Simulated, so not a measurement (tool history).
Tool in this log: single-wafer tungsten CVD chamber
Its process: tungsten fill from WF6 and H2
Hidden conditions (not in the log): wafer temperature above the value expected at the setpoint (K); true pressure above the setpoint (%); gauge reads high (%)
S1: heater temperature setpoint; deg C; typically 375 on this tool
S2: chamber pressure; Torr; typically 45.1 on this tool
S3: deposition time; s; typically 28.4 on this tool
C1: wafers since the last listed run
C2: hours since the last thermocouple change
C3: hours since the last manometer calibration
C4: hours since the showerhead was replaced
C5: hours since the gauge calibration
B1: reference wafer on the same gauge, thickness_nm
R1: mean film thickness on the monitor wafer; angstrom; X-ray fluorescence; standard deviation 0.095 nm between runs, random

run     day   S1    S2    S3   C1      C2      C3      C4     C5      B1      R1
  1       0  375  45.1  28.4    0  2371.4  3050.3  6699.9    103  52.903  696.16
  2   0.371  375  45.1  28.4  162  2380.3  3059.2  6708.8  111.9  52.909  696.46
  3   0.942  375  45.1  28.4  249    2394  3072.9  6722.5  125.6  52.904  696.99
  4   1.629  375  47.9  28.4  300  2410.5  3089.4    6739  142.1  52.899  712.62
  5   2.071  375  45.1  28.4  192  2421.1    3100  6749.6  152.7   52.89  698.53
  6   2.338  375  42.8  28.4  116  2427.5  3106.4    6756  159.1  52.909  683.71
  7   2.821  375  42.8  28.4  211  2439.1    3118  6767.6  170.7  52.899  683.77
  8   3.258  375  45.1  32.7  191  2449.6  3128.5  6778.1  181.2  52.896  807.74
  9   3.858  375  45.1  28.4  262    2464  3142.9  6792.5  195.6  52.892   702.1
 10   4.125  375  45.1  28.4  116  2470.4  3149.3  6798.9    202  52.897  699.53
 11   4.446  375  42.8  28.4  140  2478.1    3157  6806.6  209.7  52.892  687.02
 12   4.842  383  34.2  31.6  172  2487.6  3166.5  6816.1  219.2  52.892  805.54
      5.625  -- showerhead replaced
 13   5.646  375  45.1  28.4  205  2506.9  3185.8     0.5  238.5  52.913  703.81
 14   5.925  380  55.7  26.7  121  2513.6  3192.5     7.2  245.2  52.896  787.94
      6.092  -- gauge calibrated
      7.171  -- capacitance manometer re-zeroed and calibrated
      7.429  -- thermocouple changed; heater temperature recalibrated
 15    7.45  385  51.4  24.7  407     0.5     6.7    43.8   32.6  52.908  699.03
 16   7.658  375  48.8  32.2   91     5.5    11.7    48.8   37.6  52.893  748.07
 17   8.254  366  45.1  24.6  260    19.8      26    63.1   51.9  52.898  468.29
 18   9.454  375  45.1  28.4  524    48.6    54.8    91.9   80.7  52.892   638.9
 19  10.083  390  52.3  31.4  274    63.7    69.9     107   95.8    52.9  979.15
 20  10.675  375  37.8  24.4  258    77.9    84.1   121.2    110  52.912   509.9

3 options for the next run, each taken on its own from the tool as it stands now. Forecast them:
  A  10.692  375  45.1  31.2   7  78.3  84.5  121.6  110.4   ?   ?
  B  10.692  360  45.1  32.4   7  78.3  84.5  121.6  110.4   ?   ?
  C  10.692  363  36.1  30.6   7  78.3  84.5  121.6  110.4   ?   ?

run      B1      R1
  A  52.899  700.96
  B  52.899  549.56
  C  52.899  502.15
Without the tool's unlogged condition, the same runs would have read:
run      R1
  A  698.09
  B  547.18
  C     500
